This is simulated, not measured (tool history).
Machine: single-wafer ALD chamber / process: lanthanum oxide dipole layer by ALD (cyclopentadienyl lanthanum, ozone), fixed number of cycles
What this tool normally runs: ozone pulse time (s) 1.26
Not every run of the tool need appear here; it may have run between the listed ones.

run	hour	ozone pulse time (s)	wafers since the last listed run	hours since the last thermocouple change	hours since the last ozone generator service	hours since the showerhead was replaced	hours since the gauge calibration	read-back reference wafer on the same gauge, thickness_nm	mean film thickness on the monitor wafer (Å)
1	0	1.08	0	261.5	948.9	1529.7	2420.7	0.528	4.98
# hour 89.4: ozone generator serviced
2	103.8	1.08	1640	365.3	14.4	1633.5	2524.5	0.528	5.08
3	191.5	1.26	1501	453	102.1	1721.2	2612.2	0.528	5.2
4	275.3	1.26	1434	536.8	185.9	1805	2696	0.528	5.18
5	339.1	1.26	1092	600.6	249.7	1868.8	2759.8	0.528	5.19
6	418.2	1.43	1354	679.7	328.8	1947.9	2838.9	0.528	5.28
7	480.1	1.43	1059	741.6	390.7	2009.8	2900.8	0.528	5.27
8	551.7	1.43	1225	813.2	462.3	2081.4	2972.4	0.528	5.29
9	594.9	1.26	739	856.4	505.5	2124.6	3015.6	0.529	5.17
10	670.7	0.97	1297	932.2	581.3	2200.4	3091.4	0.528	4.92
11	707.8	0.97	635	969.3	618.4	2237.5	3128.5	0.528	4.92
12	808.4	0.97	1722	1069.9	719	2338.1	3229.1	0.528	4.92
13	907.6	1.26	1698	1169.1	818.2	2437.3	3328.3	0.527	5.14
# hour 964.1: gauge calibrated
14	1000	1.26	1581	1261.5	910.6	2529.7	35.9	0.528	5.14
# hour 1088.4: ozone generator serviced
15	1105.3	1.14	1665	1366.8	16.9	2635	141.2	0.528	5.14
# hour 1148.3: thermocouple changed; heater temperature recalibrated
16	1187.1	1.69	1263	38.8	98.7	2716.8	223	0.528	5.4
17	1272.5	1.46	1462	124.2	184.1	2802.2	308.4	0.528	5.29
18	1366.2	1.56	1604	217.9	277.8	2895.9	402.1	0.528	5.34
# hour 1451.9: showerhead replaced
19	1640.8	1.52	4564	492.5	552.4	188.9	676.7	0.527	5.31
20	1712.9	0.9	1234	564.6	624.5	261	748.8	0.528	4.86
21	1813.4	0.87	1720	665.1	725	361.5	849.3	0.528	4.82
22	1896.9	0.99	1429	748.6	808.5	445	932.8	0.528	4.94
23	1951.3	0.95	931	803	862.9	499.4	987.2	0.528	4.89
24	2015.9	1.42	1106	867.6	927.5	564	1051.8	0.528	5.24
# hour 2058.5: ozone generator serviced
25	2059	1.64	600	910.7	0.5	607.1	1094.9	0.527	5.37
26	2097.4	1.09	657	949.1	38.9	645.5	1133.3	0.528	5.09
27	2157.8	1.02	1034	1009.5	99.3	705.9	1193.7	0.528	5.02
28	2252.5	1.26	1621	1104.2	194	800.6	1288.4	0.528	5.2
29	2357.2	1.51	1792	1208.9	298.7	905.3	1393.1	0.528	5.33
# hour 2439.5: thermocouple changed; heater temperature recalibrated
30	2544.2	1.14	3064	104.7	485.7	1092.3	1580.1	0.528	5.09
31	2590.2	1.26	787	150.7	531.7	1138.3	1626.1	0.528	5.19
32	2686.9	1.72	1655	247.4	628.4	1235	1722.8	0.528	5.39

Run 33 is up next; what results do you expect?
33	2829.5	1.26	2441	390	771	1377.6	1865.4	?	?

{"run 33": {"read-back reference wafer on the same gauge, thickness_nm": 0.527, "mean film thickness on the monitor wafer (Å)": 5.16}}
The same run, on a tool lacking any hidden state, would have yielded mean film thickness on the monitor wafer (Å) 5.23.
